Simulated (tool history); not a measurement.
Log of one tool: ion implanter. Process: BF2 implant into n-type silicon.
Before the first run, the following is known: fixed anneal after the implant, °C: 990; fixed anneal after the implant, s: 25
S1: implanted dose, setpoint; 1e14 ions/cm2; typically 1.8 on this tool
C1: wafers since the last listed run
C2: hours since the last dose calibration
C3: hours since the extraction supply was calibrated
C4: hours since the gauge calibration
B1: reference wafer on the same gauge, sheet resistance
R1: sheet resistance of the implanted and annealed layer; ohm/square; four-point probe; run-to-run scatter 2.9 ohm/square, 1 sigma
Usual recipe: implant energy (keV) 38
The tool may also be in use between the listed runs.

Run 1, day 0: usual settings but S1 2.18 1e14 ions/cm2, implant energy (keV) 43.5; C1 0; C2 888.2; C3 4294.4; C4 753.6; B1 487.16. Result: R1 487.93 ohm/square.
Run 2, day 0.962: usual settings; C1 499; C2 911.3; C3 4317.5; C4 776.7; B1 487.03. Result: R1 572.29 ohm/square.
Run 3, day 2.292: usual settings; C1 690; C2 943.2; C3 4349.4; C4 808.6; B1 486.7. Result: R1 575.69 ohm/square.
Run 4, day 3.012: usual settings but S1 2.17 1e14 ions/cm2; C1 374; C2 960.5; C3 4366.7; C4 825.9; B1 486.92. Result: R1 491.78 ohm/square.
Run 5, day 4.179: usual settings but implant energy (keV) 35; C1 605; C2 988.5; C3 4394.7; C4 853.9; B1 487. Result: R1 573.42 ohm/square.
At day 4.95: gauge calibrated.
Run 6, day 5.333: usual settings; C1 599; C2 1016.2; C3 4422.4; C4 9.2; B1 487.77. Result: R1 572.19 ohm/square.
Run 7, day 6.004: usual settings; C1 348; C2 1032.3; C3 4438.5; C4 25.3; B1 486.61. Result: R1 576.03 ohm/square.
Run 8, day 6.696: usual settings; C1 359; C2 1048.9; C3 4455.1; C4 41.9; B1 486.37. Result: R1 571.82 ohm/square.
Run 9, day 7.262: usual settings; C1 294; C2 1062.5; C3 4468.7; C4 55.5; B1 486.87. Result: R1 574.15 ohm/square.
Run 10, day 8.167: usual settings; C1 469; C2 1084.2; C3 4490.4; C4 77.2; B1 487.64. Result: R1 573.39 ohm/square.
Run 11, day 9.121: usual settings but S1 2.22 1e14 ions/cm2; C1 495; C2 1107.1; C3 4513.3; C4 100.1; B1 487.27. Result: R1 484.91 ohm/square.
Run 12, day 10.1: usual settings but S1 2.15 1e14 ions/cm2; C1 508; C2 1130.6; C3 4536.8; C4 123.6; B1 487.11. Result: R1 493.45 ohm/square.
Run 13, day 10.75: usual settings but S1 2.15 1e14 ions/cm2; C1 337; C2 1146.2; C3 4552.4; C4 139.2; B1 487.21. Result: R1 497.89 ohm/square.
Run 14, day 11.271: usual settings but S1 1.97 1e14 ions/cm2, implant energy (keV) 43; C1 270; C2 1158.7; C3 4564.9; C4 151.7; B1 487.35. Result: R1 528.51 ohm/square.
Run 15, day 12.283: usual settings but S1 1.51 1e14 ions/cm2, implant energy (keV) 28.5; C1 525; C2 1183; C3 4589.2; C4 176; B1 487.27. Result: R1 682.09 ohm/square.
Run 16, day 12.796: usual settings but S1 1.45 1e14 ions/cm2, implant energy (keV) 28.5; C1 266; C2 1195.3; C3 4601.5; C4 188.3; B1 486.16. Result: R1 707.95 ohm/square.
Run 17, day 14.033: usual settings but S1 1.49 1e14 ions/cm2, implant energy (keV) 29; C1 642; C2 1225; C3 4631.2; C4 218; B1 486.41. Result: R1 678.14 ohm/square.
Run 18, day 15.346: usual settings but S1 2.15 1e14 ions/cm2, implant energy (keV) 46.5; C1 681; C2 1256.5; C3 4662.7; C4 249.5; B1 487.25. Result: R1 492.11 ohm/square.
Run 19, day 16.438: usual settings; C1 567; C2 1282.7; C3 4688.9; C4 275.7; B1 486.92. Result: R1 574.31 ohm/square.
Run 20, day 17.454: usual settings but S1 1.41 1e14 ions/cm2, implant energy (keV) 31.5; C1 528; C2 1307.1; C3 4713.3; C4 300.1; B1 487.06. Result: R1 708.04 ohm/square.
At day 18.871: Faraday cup replaced and dose calibrated.
Run 21, day 18.892: usual settings but implant energy (keV) 35; C1 573; C2 0.5; C3 4747.8; C4 334.6; B1 486.35. Result: R1 576.7 ohm/square.
At day 19.612: extraction supply calibrated.
Run 22, day 19.633: usual settings but S1 2.32 1e14 ions/cm2, implant energy (keV) 43; C1 212; C2 18.3; C3 0.5; C4 352.4; B1 487.47. Result: R1 460.72 ohm/square.
Run 23, day 20.025: usual settings; C1 203; C2 27.7; C3 9.9; C4 361.8; B1 487.35. Result: R1 570.6 ohm/square.
Run 24, day 20.933: usual settings but S1 2.05 1e14 ions/cm2, implant energy (keV) 26.5; C1 471; C2 49.5; C3 31.7; C4 383.6; B1 486.21. Result: R1 530.78 ohm/square.
Run 25, day 24.404: usual settings; C1 1802; C2 132.8; C3 115; C4 466.9; B1 487.18. Result: R1 570.71 ohm/square.
Run 26, day 25.158: usual settings but S1 2.18 1e14 ions/cm2, implant energy (keV) 32.5; C1 391; C2 150.9; C3 133.1; C4 485; B1 486.92. Result: R1 495.73 ohm/square.
Run 27, day 26.333: usual settings but S1 1.41 1e14 ions/cm2, implant energy (keV) 31.5; C1 610; C2 179.1; C3 161.3; C4 513.2; B1 486.79. Result: R1 712.97 ohm/square.
Run 28, day 27.212: usual settings but S1 1.5 1e14 ions/cm2, implant energy (keV) 27; C1 456; C2 200.2; C3 182.4; C4 534.3; B1 486.53. Result: R1 687.52 ohm/square.
Run 29, day 28.429: usual settings; C1 631; C2 229.4; C3 211.6; C4 563.5; B1 487.63. Result: R1 573.51 ohm/square.
Run 30, day 29.25: usual settings but S1 2.15 1e14 ions/cm2, implant energy (keV) 46; C1 426; C2 249.1; C3 231.3; C4 583.2; B1 486.97. Result: R1 489.36 ohm/square.
Run 31, day 30.354: usual settings but implant energy (keV) 51; C1 573; C2 275.6; C3 257.8; C4 609.7; B1 487.35. Result: R1 561.36 ohm/square.
Run 32, day 31.521: usual settings but S1 2.04 1e14 ions/cm2, implant energy (keV) 31; C1 605; C2 303.6; C3 285.8; C4 637.7; B1 486.77. Result: R1 529.46 ohm/square.
Run 33, day 32.967: usual settings but S1 1.66 1e14 ions/cm2, implant energy (keV) 33; C1 751; C2 338.3; C3 320.5; C4 672.4; B1 487.08. Result: R1 619.74 ohm/square.
Run 34, day 33.942: usual settings but S1 2.05 1e14 ions/cm2; C1 506; C2 361.7; C3 343.9; C4 695.8; B1 486.84. Result: R1 515.92 ohm/square.
Run 35, day 35.075: usual settings but implant energy (keV) 47; C1 588; C2 388.9; C3 371.1; C4 723; B1 486.87. Result: R1 560.04 ohm/square.
Run 36, day 36.433: usual settings but S1 2.32 1e14 ions/cm2; C1 705; C2 421.5; C3 403.7; C4 755.6; B1 487.75. Result: R1 472.53 ohm/square.
Run 37, day 37.267: usual settings but S1 1.41 1e14 ions/cm2, implant energy (keV) 32; C1 432; C2 441.5; C3 423.7; C4 775.6; B1 486.43. Result: R1 709.23 ohm/square.
Run 38, day 38.742: usual settings but S1 1.97 1e14 ions/cm2; C1 766; C2 476.9; C3 459.1; C4 811; B1 487. Result: R1 532.45 ohm/square.

3 ways to go on from here, each from the tool as it stands after run 38. What would each give?
Run A, day 38.758: usual settings; C1 8; C2 477.3; C3 459.5; C4 811.4; B1 ?. Result: R1 ?.
Run B, day 38.758: usual settings but S1 2.13 1e14 ions/cm2; C1 8; C2 477.3; C3 459.5; C4 811.4; B1 ?. Result: R1 ?.
Run C, day 38.758: usual settings but S1 2.28 1e14 ions/cm2, implant energy (keV) 43; C1 8; C2 477.3; C3 459.5; C4 811.4; B1 ?. Result: R1 ?.

run      B1      R1
  A  486.52  568.63
  B  486.52  497.92
  C  486.52  466.29
What these runs would have given with no unlogged condition in the tool:
run      R1
  A  568.63
  B  497.92
  C  466.29
